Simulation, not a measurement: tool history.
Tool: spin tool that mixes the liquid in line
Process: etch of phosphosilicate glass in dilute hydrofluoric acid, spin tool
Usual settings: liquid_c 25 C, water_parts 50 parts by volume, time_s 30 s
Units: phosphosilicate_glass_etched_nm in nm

| run | hour | liquid_c | water_parts | time_s | wafers since the last listed run | hours since the thermometer was replaced | hours since the hydrofluoric acid flow meter was replaced | hours since the gauge calibration | read-back film thickness of the phosphosilicate glass reference wafer, read on the same gauge (nm) | phosphosilicate_glass_etched_nm |
|---|---|---|---|---|---|---|---|---|---|---|
| 1 | 0 | 25 | 50 | 25 | 0 | 466.2 | 1981.9 | 798.6 | 140.01 | 85.77 |
| 2 | 60.4 | 25 | 50 | 25 | 570 | 526.6 | 2042.3 | 859 | 140.04 | 86.04 |
| 3 | 130.4 | 25 | 50 | 30 | 660 | 596.6 | 2112.3 | 929 | 140 | 102.4 |
| 4 | 182.1 | 25 | 50 | 30 | 488 | 648.3 | 2164 | 980.7 | 139.93 | 103.4 |
| 5 | 238.5 | 25 | 50 | 30 | 532 | 704.7 | 2220.4 | 1037.1 | 139.97 | 104.03 |
| 6 | 269.1 | 25 | 50 | 30 | 288 | 735.3 | 2251 | 1067.7 | 139.99 | 103.02 |
|  | 305.7 | gauge calibrated |
| 7 | 308.8 | 25 | 50 | 30 | 374 | 775 | 2290.7 | 3.1 | 140.01 | 103.89 |
| 8 | 371.3 | 25 | 50 | 30 | 590 | 837.5 | 2353.2 | 65.6 | 140.02 | 103.48 |
| 9 | 406.8 | 27 | 35 | 30 | 335 | 873 | 2388.7 | 101.1 | 140.01 | 162.75 |
|  | 416.7 | thermometer replaced |
| 10 | 438.9 | 29.5 | 50 | 30 | 293 | 22.2 | 2420.8 | 133.2 | 140.02 | 125.92 |
| 11 | 468.2 | 25 | 50 | 30 | 276 | 51.5 | 2450.1 | 162.5 | 139.94 | 104.65 |
| 12 | 499 | 25 | 50 | 30 | 290 | 82.3 | 2480.9 | 193.3 | 140.02 | 104.47 |
| 13 | 569.8 | 28 | 35 | 20 | 668 | 153.1 | 2551.7 | 264.1 | 140 | 115.61 |
| 14 | 605.2 | 29.5 | 75 | 45 | 334 | 188.5 | 2587.1 | 299.5 | 140.03 | 122.46 |
| 15 | 668.8 | 25 | 50 | 30 | 600 | 252.1 | 2650.7 | 363.1 | 140.02 | 105.85 |
|  | 678.7 | hydrofluoric acid flow meter replaced |
| 16 | 735 | 26.5 | 50 | 25 | 615 | 318.3 | 56.3 | 429.3 | 140.04 | 82.9 |
| 17 | 787.8 | 22.5 | 50 | 30 | 498 | 371.1 | 109.1 | 482.1 | 140.01 | 84.86 |
| 18 | 842.8 | 25 | 50 | 40 | 519 | 426.1 | 164.1 | 537.1 | 140.02 | 126.14 |
| 19 | 887.4 | 25 | 35 | 30 | 421 | 470.7 | 208.7 | 581.7 | 140.04 | 139.1 |

Forecast each of these 3 alternatives for the next run:
| A | 887.8 | 25 | 30 | 30 | 3 | 471.1 | 209.1 | 582.1 | ? | ? |
| B | 887.8 | 25 | 40 | 45 | 3 | 471.1 | 209.1 | 582.1 | ? | ? |
| C | 887.8 | 25 | 50 | 45 | 3 | 471.1 | 209.1 | 582.1 | ? | ? |

| run | read-back film thickness of the phosphosilicate glass reference wafer, read on the same gauge (nm) | phosphosilicate_glass_etched_nm |
|---|---|---|
| A | 140.01 | 161.55 |
| B | 140.01 | 179.31 |
| C | 140.01 | 141.55 |
Without the tool's hidden state the same runs would have given:
| run | phosphosilicate_glass_etched_nm |
|---|---|
| A | 156.62 |
| B | 173.79 |
| C | 137.14 |
